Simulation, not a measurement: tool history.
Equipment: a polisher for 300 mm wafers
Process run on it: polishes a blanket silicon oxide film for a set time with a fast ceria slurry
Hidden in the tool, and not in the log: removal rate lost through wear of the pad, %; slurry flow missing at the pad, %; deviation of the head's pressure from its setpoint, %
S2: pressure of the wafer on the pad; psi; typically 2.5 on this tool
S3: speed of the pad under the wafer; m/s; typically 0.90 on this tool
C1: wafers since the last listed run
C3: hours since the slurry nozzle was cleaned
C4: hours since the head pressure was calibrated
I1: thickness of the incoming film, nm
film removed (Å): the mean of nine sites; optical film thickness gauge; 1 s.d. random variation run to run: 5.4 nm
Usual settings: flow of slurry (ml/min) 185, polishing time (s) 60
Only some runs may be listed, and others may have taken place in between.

Run 1, hour 0.0: usual settings; C1 0; wafers polished on this pad 1861; C3 192.9; C4 303.0; I1 2124.3. Result: film removed (Å) 6905.
Run 2, hour 35.6: usual settings; C1 392; wafers polished on this pad 2254; C3 228.5; C4 338.6; I1 2133.6. Result: film removed (Å) 6859.
At hour 46.9: worn pad replaced by a new one.
Run 3, hour 64.0: usual settings but S3 1.06 m/s; C1 269; wafers polished on this pad 188; C3 256.9; C4 367.0; I1 2108.8. Result: film removed (Å) 8168.
Run 4, hour 84.5: usual settings but S3 1.06 m/s; C1 226; wafers polished on this pad 414; C3 277.4; C4 387.5; I1 2072.4. Result: film removed (Å) 8104.
Run 5, hour 107.8: usual settings but flow of slurry (ml/min) 155, polishing time (s) 45; C1 256; wafers polished on this pad 671; C3 300.7; C4 410.8; I1 2113.2. Result: film removed (Å) 5026.
Run 6, hour 127.4: usual settings; C1 216; wafers polished on this pad 887; C3 320.3; C4 430.4; I1 2089.3. Result: film removed (Å) 6896.
Run 7, hour 153.5: usual settings; C1 287; wafers polished on this pad 1175; C3 346.4; C4 456.5; I1 2081.2. Result: film removed (Å) 6941.
Run 8, hour 189.5: usual settings; C1 397; wafers polished on this pad 1572; C3 382.4; C4 492.5; I1 2118.9. Result: film removed (Å) 6971.
Run 9, hour 216.5: usual settings; C1 297; wafers polished on this pad 1870; C3 409.4; C4 519.5; I1 2086.5. Result: film removed (Å) 7006.
At hour 234.4: worn pad replaced by a new one.
Run 10, hour 247.3: usual settings; C1 295; wafers polished on this pad 142; C3 440.2; C4 550.3; I1 2108.9. Result: film removed (Å) 7107.
Run 11, hour 270.6: usual settings but flow of slurry (ml/min) 235, S2 2.3 psi; C1 256; wafers polished on this pad 399; C3 463.5; C4 573.6; I1 2104.9. Result: film removed (Å) 6628.
Run 12, hour 290.2: usual settings but flow of slurry (ml/min) 235, S2 2.3 psi; C1 216; wafers polished on this pad 615; C3 483.1; C4 593.2; I1 2118.8. Result: film removed (Å) 6632.
Run 13, hour 323.7: usual settings but flow of slurry (ml/min) 235, S2 2.3 psi; C1 369; wafers polished on this pad 985; C3 516.6; C4 626.7; I1 2097.8. Result: film removed (Å) 6751.
Run 14, hour 340.0: usual settings; C1 179; wafers polished on this pad 1165; C3 532.9; C4 643.0; I1 2149.3. Result: film removed (Å) 7098.
At hour 371.1: head pressure recalibrated.
Run 15, hour 374.4: usual settings; C1 357; wafers polished on this pad 1522; C3 567.3; C4 3.3; I1 2074.0. Result: film removed (Å) 6648.
Run 16, hour 399.5: usual settings but S3 0.66 m/s, polishing time (s) 75; C1 276; wafers polished on this pad 1799; C3 592.4; C4 28.4; I1 2136.1. Result: film removed (Å) 6078.
At hour 418.2: worn pad replaced by a new one.
Run 17, hour 423.2: usual settings but S3 0.66 m/s, polishing time (s) 75; C1 217; wafers polished on this pad 55; C3 616.1; C4 52.1; I1 2098.0. Result: film removed (Å) 6150.
Run 18, hour 443.0: usual settings but polishing time (s) 76; C1 218; wafers polished on this pad 273; C3 635.9; C4 71.9; I1 2102.1. Result: film removed (Å) 8535.
Run 19, hour 471.2: usual settings but S3 1.06 m/s; C1 311; wafers polished on this pad 584; C3 664.1; C4 100.1; I1 2111.3. Result: film removed (Å) 7940.
Run 20, hour 492.4: usual settings; C1 233; wafers polished on this pad 818; C3 685.3; C4 121.3; I1 2118.6. Result: film removed (Å) 6758.
Run 21, hour 518.1: usual settings but S2 2.1 psi, polishing time (s) 49; C1 283; wafers polished on this pad 1101; C3 711.0; C4 147.0; I1 2137.7. Result: film removed (Å) 4594.
Run 22, hour 544.6: usual settings but flow of slurry (ml/min) 215, S2 2.9 psi; C1 292; wafers polished on this pad 1394; C3 737.5; C4 173.5; I1 2128.6. Result: film removed (Å) 8015.
Run 23, hour 574.2: usual settings but S3 0.72 m/s; C1 326; wafers polished on this pad 1720; C3 767.1; C4 203.1; I1 2126.1. Result: film removed (Å) 5481.
Run 24, hour 608.1: usual settings but flow of slurry (ml/min) 225, polishing time (s) 74; C1 373; wafers polished on this pad 2094; C3 801.0; C4 237.0; I1 2147.3. Result: film removed (Å) 8642.
At hour 624.4: worn pad replaced by a new one.
Run 25, hour 624.9: usual settings but S3 1.00 m/s, polishing time (s) 42; C1 141; wafers polished on this pad 5; C3 817.8; C4 253.8; I1 2077.7. Result: film removed (Å) 5340.
Run 26, hour 656.7: usual settings; C1 350; wafers polished on this pad 355; C3 849.6; C4 285.6; I1 2103.9. Result: film removed (Å) 6929.
At hour 697.6: slurry nozzle cleaned.
Run 27, hour 723.3: usual settings; C1 723; wafers polished on this pad 1079; C3 25.7; C4 352.2; I1 2083.3. Result: film removed (Å) 6888.
Run 28, hour 746.0: usual settings but S3 0.82 m/s, polishing time (s) 66; C1 250; wafers polished on this pad 1329; C3 48.4; C4 374.9; I1 2114.1. Result: film removed (Å) 6912.
Run 29, hour 764.5: usual settings but flow of slurry (ml/min) 245; C1 204; wafers polished on this pad 1533; C3 66.9; C4 393.4; I1 2134.3. Result: film removed (Å) 7170.
Run 30, hour 778.7: usual settings but S3 1.20 m/s; C1 156; wafers polished on this pad 1690; C3 81.1; C4 407.6; I1 2107.2. Result: film removed (Å) 9241.
At hour 798.9: worn pad replaced by a new one.
Run 31, hour 804.3: usual settings but S2 3.3 psi; C1 238; wafers polished on this pad 59; C3 106.7; C4 433.2; I1 2115.3. Result: film removed (Å) 9290.
Run 32, hour 833.3: usual settings; C1 319; wafers polished on this pad 379; C3 135.7; C4 462.2; I1 2118.5. Result: film removed (Å) 6967.
Run 33, hour 860.3: usual settings but flow of slurry (ml/min) 125, S3 1.14 m/s, polishing time (s) 79; C1 297; wafers polished on this pad 676; C3 162.7; C4 489.2; I1 2119.3. Result: film removed (Å) 10588.
Run 34, hour 892.0: usual settings but flow of slurry (ml/min) 240, S2 2.1 psi, S3 1.14 m/s; C1 349; wafers polished on this pad 1026; C3 194.4; C4 520.9; I1 2141.1. Result: film removed (Å) 7724.
Run 35, hour 910.1: usual settings but polishing time (s) 43; C1 199; wafers polished on this pad 1226; C3 212.5; C4 539.0; I1 2113.9. Result: film removed (Å) 4942.
Run 36, hour 944.4: usual settings; C1 378; wafers polished on this pad 1604; C3 246.8; C4 573.3; I1 2135.7. Result: film removed (Å) 7035.

Branching from run 36: 5 alternative next runs. What would each branch give?
Run A, hour 944.8: usual settings but flow of slurry (ml/min) 165; C1 4; wafers polished on this pad 1608; C3 247.2; C4 573.7; I1 2092.1. Result: film removed (Å) ?.
Run B, hour 944.8: usual settings but S3 0.74 m/s; C1 4; wafers polished on this pad 1608; C3 247.2; C4 573.7; I1 2092.1. Result: film removed (Å) ?.
Run C, hour 944.8: usual settings but S3 0.70 m/s; C1 4; wafers polished on this pad 1608; C3 247.2; C4 573.7; I1 2092.1. Result: film removed (Å) ?.
Run D, hour 944.8: usual settings but flow of slurry (ml/min) 250, S3 0.80 m/s, polishing time (s) 43; C1 4; wafers polished on this pad 1608; C3 247.2; C4 573.7; I1 2092.1. Result: film removed (Å) ?.
Run E, hour 944.8: usual settings but S2 2.8 psi; C1 4; wafers polished on this pad 1608; C3 247.2; C4 573.7; I1 2092.1. Result: film removed (Å) ?.

run  film removed (Å)
  A              6838
  B              5732
  C              5422
  D              4624
  E              7807
Without the tool's unlogged condition, the same runs would have read:
run  film removed (Å)
  A              6511
  B              5457
  C              5162
  D              4403
  E              7434
